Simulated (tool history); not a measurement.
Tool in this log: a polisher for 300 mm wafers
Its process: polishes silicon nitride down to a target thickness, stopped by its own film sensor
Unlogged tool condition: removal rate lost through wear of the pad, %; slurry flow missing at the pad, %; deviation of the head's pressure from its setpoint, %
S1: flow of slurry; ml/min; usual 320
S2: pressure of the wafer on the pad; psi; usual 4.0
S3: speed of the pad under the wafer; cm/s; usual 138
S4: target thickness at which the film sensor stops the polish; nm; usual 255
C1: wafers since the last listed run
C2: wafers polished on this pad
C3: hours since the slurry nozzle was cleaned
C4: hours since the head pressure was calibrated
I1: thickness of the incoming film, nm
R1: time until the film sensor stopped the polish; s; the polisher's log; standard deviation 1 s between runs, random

run,hour,S1,S2,S3,S4,C1,C2,C3,C4,I1,R1
1,0.0,320,4.0,138,255,0,438,538.7,666.4,464.0,77.9
2,7.6,380,4.0,156,255,70,509,546.3,674.0,466.8,68.8
3,22.1,380,4.0,156,255,135,644,560.8,688.5,459.5,68.4
4,33.1,320,4.0,138,255,102,747,571.8,699.5,458.9,72.8
5,42.8,320,4.0,138,255,90,837,581.5,709.2,460.6,76.1
6,51.7,320,4.0,138,255,83,920,590.4,718.1,459.9,73.1
7,66.5,320,4.0,138,255,138,1059,605.2,732.9,460.8,76.0
8,73.9,320,4.0,138,255,69,1128,612.6,740.3,456.3,74.1
# hour 89.7: worn pad replaced by a new one
9,90.2,320,4.0,138,255,114,4,628.9,756.6,460.5,78.0
10,96.7,320,4.0,138,255,60,65,635.4,763.1,457.0,78.9
11,103.0,320,4.0,138,255,58,124,641.7,769.4,463.1,81.0
12,119.7,320,4.0,138,255,155,280,658.4,786.1,455.0,79.1
13,137.0,320,4.0,138,255,161,441,675.7,803.4,458.2,79.7
14,146.4,230,3.0,138,255,87,529,685.1,812.8,455.9,99.4
15,161.4,425,3.6,158,255,140,669,700.1,827.8,463.7,78.6
16,170.1,320,4.5,138,255,81,750,708.8,836.5,461.0,77.6
17,182.5,395,5.0,172,287,115,866,721.2,848.9,464.9,52.3
18,189.9,255,4.4,160,228,69,935,728.6,856.3,467.5,82.6
# hour 208.8: worn pad replaced by a new one, repeated, since the last time left the tool worse
19,209.3,320,4.0,138,255,143,4,748.0,875.7,463.3,70.9
20,221.6,320,4.9,92,188,114,119,760.3,888.0,457.6,115.4
21,235.7,420,4.0,138,255,131,250,774.4,902.1,467.3,74.2
22,245.6,320,4.0,138,255,92,343,784.3,912.0,455.8,73.7
23,252.1,320,4.0,138,255,60,403,790.8,918.5,459.9,73.5
24,263.0,320,4.0,138,199,101,505,801.7,929.4,456.4,92.6
25,275.9,255,5.3,102,301,120,626,814.6,942.3,462.1,64.2
# hour 279.9: head pressure recalibrated
26,282.0,425,5.2,120,236,38,664,820.7,2.1,464.2,76.7
27,295.0,410,4.0,172,197,121,785,833.7,15.1,453.8,77.9
# hour 296.2: slurry nozzle cleaned
28,302.6,320,4.0,138,255,61,847,6.4,22.7,460.8,77.3
29,319.3,275,4.0,138,290,155,1003,23.1,39.4,452.5,60.8
# hour 332.1: worn pad replaced by a new one
30,336.8,405,5.1,180,255,126,43,40.6,56.9,462.5,50.8
31,348.2,400,4.0,118,255,106,149,52.0,68.3,461.9,83.1
32,354.2,320,4.0,138,255,56,205,58.0,74.3,459.4,72.0
33,366.6,355,4.0,138,255,115,321,70.4,86.7,452.1,70.4
34,384.0,360,4.0,152,274,162,484,87.8,104.1,467.8,64.1
35,401.2,400,5.0,122,316,160,644,105.0,121.3,458.8,49.0
36,416.0,220,5.0,118,304,138,782,119.8,136.1,452.8,56.9

Subtracting, for every run, the result it would have given without the tool's unlogged condition from the measured result gives the following. The same run-to-run variation enters both numbers; the gauge's scatter may not:
run,R1
1,+3.7
2,+3.5
3,+3.8
4,+4.2
5,+4.6
6,+4.5
7,+4.8
8,+4.8
9,+7.6
10,+8.4
11,+9.3
12,+10.2
13,+11.1
14,+14.2
15,+11.7
16,+11.7
17,+8.0
18,+12.7
19,+0.5
20,+2.6
21,+2.7
22,+3.1
23,+3.4
24,+4.7
25,+3.6
26,+4.4
27,+4.7
28,+4.8
29,+3.9
30,+0.8
31,+2.4
32,+2.5
33,+3.1
34,+3.4
35,+2.9
36,+3.6
